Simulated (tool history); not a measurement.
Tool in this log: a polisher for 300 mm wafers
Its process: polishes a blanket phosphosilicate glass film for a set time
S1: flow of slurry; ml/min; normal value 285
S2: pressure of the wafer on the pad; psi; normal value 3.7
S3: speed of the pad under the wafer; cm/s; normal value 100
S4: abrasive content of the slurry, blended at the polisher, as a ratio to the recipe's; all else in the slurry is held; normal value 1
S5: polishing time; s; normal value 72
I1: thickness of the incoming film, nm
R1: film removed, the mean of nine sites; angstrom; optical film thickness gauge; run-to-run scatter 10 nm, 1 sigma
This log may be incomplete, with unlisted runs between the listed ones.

Run 1, day 0: usual settings; I1 3029.4. Result: R1 7555 angstrom.
Run 2, day 0.596: usual settings; I1 3038.6. Result: R1 7499 angstrom.
At day 0.812: slurry blender recalibrated.
Run 3, day 0.908: usual settings; I1 2978. Result: R1 7284 angstrom.
At day 1.425: worn pad replaced by a new one.
Run 4, day 1.529: usual settings; I1 3079. Result: R1 6785 angstrom.
Run 5, day 1.833: usual settings; I1 3046.3. Result: R1 6966 angstrom.
Run 6, day 2.542: usual settings; I1 3036.3. Result: R1 6742 angstrom.
Run 7, day 2.988: usual settings; I1 3032.4. Result: R1 6732 angstrom.
At day 3.675: worn pad replaced by a new one, repeated, since the last time left the tool worse.
Run 8, day 3.733: usual settings; I1 2990.4. Result: R1 7923 angstrom.
Run 9, day 4.075: usual settings; I1 3048.7. Result: R1 7760 angstrom.
Run 10, day 4.329: usual settings; I1 3092.9. Result: R1 7843 angstrom.
Run 11, day 4.692: usual settings; I1 3025. Result: R1 7719 angstrom.
At day 5.188: slurry nozzle cleaned.
Run 12, day 5.404: usual settings; I1 3044.4. Result: R1 7661 angstrom.
Run 13, day 6.017: usual settings; I1 3093.4. Result: R1 7612 angstrom.
Run 14, day 6.625: usual settings; I1 3018.3. Result: R1 7492 angstrom.
At day 6.788: slurry blender recalibrated.
At day 6.979: worn pad replaced by a new one.
Run 15, day 7.025: usual settings but S1 250 ml/min, S2 2.6 psi; I1 3056.4. Result: R1 6457 angstrom.
Run 16, day 7.454: usual settings but S1 235 ml/min, S3 72 cm/s, S4 0.85; I1 3062.5. Result: R1 5559 angstrom.
Run 17, day 7.838: usual settings; I1 3071.3. Result: R1 7842 angstrom.
Run 18, day 8.133: usual settings but S1 340 ml/min, S3 66 cm/s; I1 2991.8. Result: R1 5625 angstrom.
Run 19, day 8.65: usual settings but S1 195 ml/min, S5 82 s; I1 3038. Result: R1 8432 angstrom.
At day 9.267: conditioning disc replaced and pad reconditioned.
At day 9.804: worn pad replaced by a new one.
At day 10.154: head pressure recalibrated.
Run 20, day 10.642: usual settings but S2 4.8 psi, S5 59 s; I1 3065. Result: R1 7703 angstrom.
Run 21, day 11.071: usual settings but S4 0.7; I1 3014.5. Result: R1 6513 angstrom.
Run 22, day 11.733: usual settings but S2 4.4 psi, S4 0.85, S5 94 s; I1 3050.3. Result: R1 10242 angstrom.
Run 23, day 12.042: usual settings but S2 3.2 psi, S4 0.75, S5 60 s; I1 3065. Result: R1 5026 angstrom.
Run 24, day 12.696: usual settings but S3 76 cm/s, S4 1.15; I1 3036.1. Result: R1 6311 angstrom.
At day 13.092: slurry blender recalibrated.
At day 13.371: worn pad replaced by a new one.
Run 25, day 13.392: usual settings but S2 4.3 psi, S4 1.2, S5 59 s; I1 3033.5. Result: R1 7816 angstrom.
Run 26, day 13.929: usual settings but S3 110 cm/s; I1 3015.2. Result: R1 8512 angstrom.

Subtracting, for every run, the result it would have given without the tool's unlogged condition from the measured result gives the following. The same run-to-run variation enters both numbers; the gauge's scatter may not:
Unlogged tool condition in this case: removal rate lost through wear of the pad, %; slurry flow missing at the pad, %; deviation of the head's pressure from its setpoint, %; abrasive missing from the slurry, %; time polished since the conditioner stopped cutting, s.
run     R1
  1   -268
  2   -442
  3   -541
  4  -1148
  5  -1191
  6  -1226
  7  -1309
  8    -88
  9    -96
 10   -113
 11   -146
 12   -262
 13   -415
 14   -612
 15     -1
 16    -10
 17    -44
 18    -57
 19   -179
 20   -106
 21   -134
 22   -382
 23   -239
 24   -478
 25     -1
 26    -21
